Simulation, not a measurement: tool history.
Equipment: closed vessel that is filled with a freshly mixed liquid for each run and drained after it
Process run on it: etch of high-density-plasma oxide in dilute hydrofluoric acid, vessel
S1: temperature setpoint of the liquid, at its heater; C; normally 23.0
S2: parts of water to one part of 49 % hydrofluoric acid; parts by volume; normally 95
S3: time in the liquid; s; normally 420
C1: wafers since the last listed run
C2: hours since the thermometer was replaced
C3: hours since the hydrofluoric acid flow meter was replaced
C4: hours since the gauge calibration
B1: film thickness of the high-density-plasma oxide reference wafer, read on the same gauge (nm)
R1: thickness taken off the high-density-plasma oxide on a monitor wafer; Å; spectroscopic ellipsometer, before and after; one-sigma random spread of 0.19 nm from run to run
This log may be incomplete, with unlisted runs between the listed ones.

run 1 hour=0.0 | S1=23.0 S2=130 S3=300 | C1=0 C2=2381.9 C3=1820.5 C4=236.0 | B1=80.02 | R1=152.8
run 2 hour=24.2 | S1=23.0 S2=95 S3=420 | C1=1970 C2=2406.1 C3=1844.7 C4=260.2 | B1=80.00 | R1=303.0
run 3 hour=59.9 | S1=23.0 S2=105 S3=420 | C1=2906 C2=2441.8 C3=1880.4 C4=295.9 | B1=80.00 | R1=271.3
run 4 hour=83.4 | S1=23.0 S2=95 S3=590 | C1=1913 C2=2465.3 C3=1903.9 C4=319.4 | B1=79.99 | R1=427.8
run 5 hour=122.8 | S1=23.0 S2=95 S3=590 | C1=3208 C2=2504.7 C3=1943.3 C4=358.8 | B1=79.99 | R1=424.1
run 6 hour=192.9 | S1=23.0 S2=95 S3=420 | C1=5707 C2=2574.8 C3=2013.4 C4=428.9 | B1=79.97 | R1=299.3
run 7 hour=219.5 | S1=23.0 S2=95 S3=420 | C1=2165 C2=2601.4 C3=2040.0 C4=455.5 | B1=80.02 | R1=298.7
run 8 hour=248.9 | S1=23.0 S2=95 S3=420 | C1=2393 C2=2630.8 C3=2069.4 C4=484.9 | B1=79.98 | R1=299.4
run 9 hour=270.0 | S1=23.0 S2=95 S3=420 | C1=1718 C2=2651.9 C3=2090.5 C4=506.0 | B1=80.01 | R1=297.9
-- hour=271.1 thermometer replaced
run 10 hour=288.7 | S1=23.0 S2=95 S3=420 | C1=1441 C2=17.6 C3=2109.2 C4=524.7 | B1=80.02 | R1=331.6
run 11 hour=312.1 | S1=23.0 S2=95 S3=420 | C1=1905 C2=41.0 C3=2132.6 C4=548.1 | B1=80.03 | R1=332.8
run 12 hour=346.7 | S1=23.0 S2=95 S3=420 | C1=2817 C2=75.6 C3=2167.2 C4=582.7 | B1=80.00 | R1=330.7
-- hour=356.9 hydrofluoric acid flow meter replaced
run 13 hour=359.1 | S1=23.0 S2=95 S3=420 | C1=928 C2=88.0 C3=2.2 C4=595.1 | B1=80.01 | R1=331.8
run 14 hour=376.3 | S1=27.5 S2=65 S3=340 | C1=1400 C2=105.2 C3=19.4 C4=612.3 | B1=80.01 | R1=490.6
-- hour=401.3 gauge calibrated
run 15 hour=409.8 | S1=18.5 S2=65 S3=655 | C1=2727 C2=138.7 C3=52.9 C4=8.5 | B1=79.98 | R1=654.0
run 16 hour=430.9 | S1=20.5 S2=120 S3=420 | C1=1718 C2=159.8 C3=74.0 C4=29.6 | B1=80.03 | R1=228.3

For run 17, what comes out?
run 17 hour=457.3 | S1=19.5 S2=95 S3=245 | C1=2149 C2=186.2 C3=100.4 C4=56.0 | B1=? | R1=?

B1: 80.00
R1: 167.2 Å
On a tool with no hidden condition, and with the same random variation, this run would have come out at R1 171.2 Å.

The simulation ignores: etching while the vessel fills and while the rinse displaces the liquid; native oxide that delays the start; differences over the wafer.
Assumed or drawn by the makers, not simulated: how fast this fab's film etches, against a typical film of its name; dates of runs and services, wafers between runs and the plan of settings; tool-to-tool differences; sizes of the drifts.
